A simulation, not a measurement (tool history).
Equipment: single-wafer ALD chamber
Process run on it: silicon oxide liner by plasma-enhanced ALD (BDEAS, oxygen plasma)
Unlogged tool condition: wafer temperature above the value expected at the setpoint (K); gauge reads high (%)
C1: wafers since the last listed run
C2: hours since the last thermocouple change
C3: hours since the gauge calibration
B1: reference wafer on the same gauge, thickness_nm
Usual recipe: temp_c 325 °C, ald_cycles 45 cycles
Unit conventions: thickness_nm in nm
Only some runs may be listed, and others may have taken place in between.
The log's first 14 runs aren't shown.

Run 15, hour 867.3: usual settings but temp_c 334 °C; C1 211; C2 223.3; C3 74.3; B1 5.308. Result: thickness_nm 4.627 nm.
Run 16, hour 898.9: usual settings but temp_c 334 °C; C1 226; C2 254.9; C3 105.9; B1 5.304. Result: thickness_nm 4.612 nm.
Run 17, hour 956.3: usual settings but temp_c 337 °C, ald_cycles 48 cycles; C1 412; C2 312.3; C3 163.3; B1 5.294. Result: thickness_nm 4.893 nm.
Run 18, hour 990.4: usual settings but temp_c 316 °C, ald_cycles 38 cycles; C1 244; C2 346.4; C3 197.4; B1 5.291. Result: thickness_nm 3.979 nm.
Run 19, hour 1056.1: usual settings but temp_c 338 °C, ald_cycles 50 cycles; C1 471; C2 412.1; C3 263.1; B1 5.283. Result: thickness_nm 5.092 nm.
Run 20, hour 1118.9: usual settings but temp_c 313 °C, ald_cycles 53 cycles; C1 450; C2 474.9; C3 325.9; B1 5.277. Result: thickness_nm 5.562 nm.
Run 21, hour 1144.5: usual settings but ald_cycles 38 cycles; C1 183; C2 500.5; C3 351.5; B1 5.28. Result: thickness_nm 3.929 nm.
Run 22, hour 1202.3: usual settings but temp_c 312 °C, ald_cycles 53 cycles; C1 414; C2 558.3; C3 409.3; B1 5.269. Result: thickness_nm 5.548 nm.
Run 23, hour 1250.9: usual settings; C1 348; C2 606.9; C3 457.9; B1 5.27. Result: thickness_nm 4.642 nm.
Run 24, hour 1296.2: usual settings; C1 325; C2 652.2; C3 503.2; B1 5.271. Result: thickness_nm 4.641 nm.
Run 25, hour 1333.3: usual settings; C1 266; C2 689.3; C3 540.3; B1 5.264. Result: thickness_nm 4.639 nm.
Run 26, hour 1537.7: usual settings but temp_c 310 °C, ald_cycles 37 cycles; C1 1467; C2 893.7; C3 744.7; B1 5.259. Result: thickness_nm 3.881 nm.
Run 27, hour 1584.7: usual settings but temp_c 337 °C, ald_cycles 39 cycles; C1 337; C2 940.7; C3 791.7; B1 5.257. Result: thickness_nm 3.966 nm.
Run 28, hour 1614.6: usual settings but temp_c 335 °C, ald_cycles 37 cycles; C1 214; C2 970.6; C3 821.6; B1 5.259. Result: thickness_nm 3.761 nm.
Run 29, hour 1646.4: usual settings but temp_c 317 °C, ald_cycles 54 cycles; C1 228; C2 1002.4; C3 853.4; B1 5.256. Result: thickness_nm 5.599 nm.
Run 30, hour 1716: usual settings; C1 499; C2 1072; C3 923; B1 5.256. Result: thickness_nm 4.621 nm.
Run 31, hour 1757.5: usual settings but temp_c 338 °C; C1 297; C2 1113.5; C3 964.5; B1 5.262. Result: thickness_nm 4.558 nm.
At hour 1801.7: gauge calibrated.
Run 32, hour 1825.4: usual settings; C1 487; C2 1181.4; C3 23.7; B1 5.327. Result: thickness_nm 4.699 nm.
Run 33, hour 1856.7: usual settings; C1 224; C2 1212.7; C3 55; B1 5.32. Result: thickness_nm 4.675 nm.

Each row is a separate what-if for the run after 33, all from the same tool condition, not one after another. Results?
Run A, hour 1857.2: usual settings but temp_c 336 °C; C1 3; C2 1213.2; C3 55.5; B1 ?. Result: thickness_nm ?.
Run B, hour 1857.2: usual settings but temp_c 312 °C, ald_cycles 41 cycles; C1 3; C2 1213.2; C3 55.5; B1 ?. Result: thickness_nm ?.
Run C, hour 1857.2: usual settings but ald_cycles 39 cycles; C1 3; C2 1213.2; C3 55.5; B1 ?. Result: thickness_nm ?.

run     B1  thickness_nm
  A  5.323         4.609
  B  5.323          4.33
  C  5.323         4.052
With no hidden state in the tool, these same runs would have given:
run  thickness_nm
  A         4.611
  B         4.332
  C         4.053
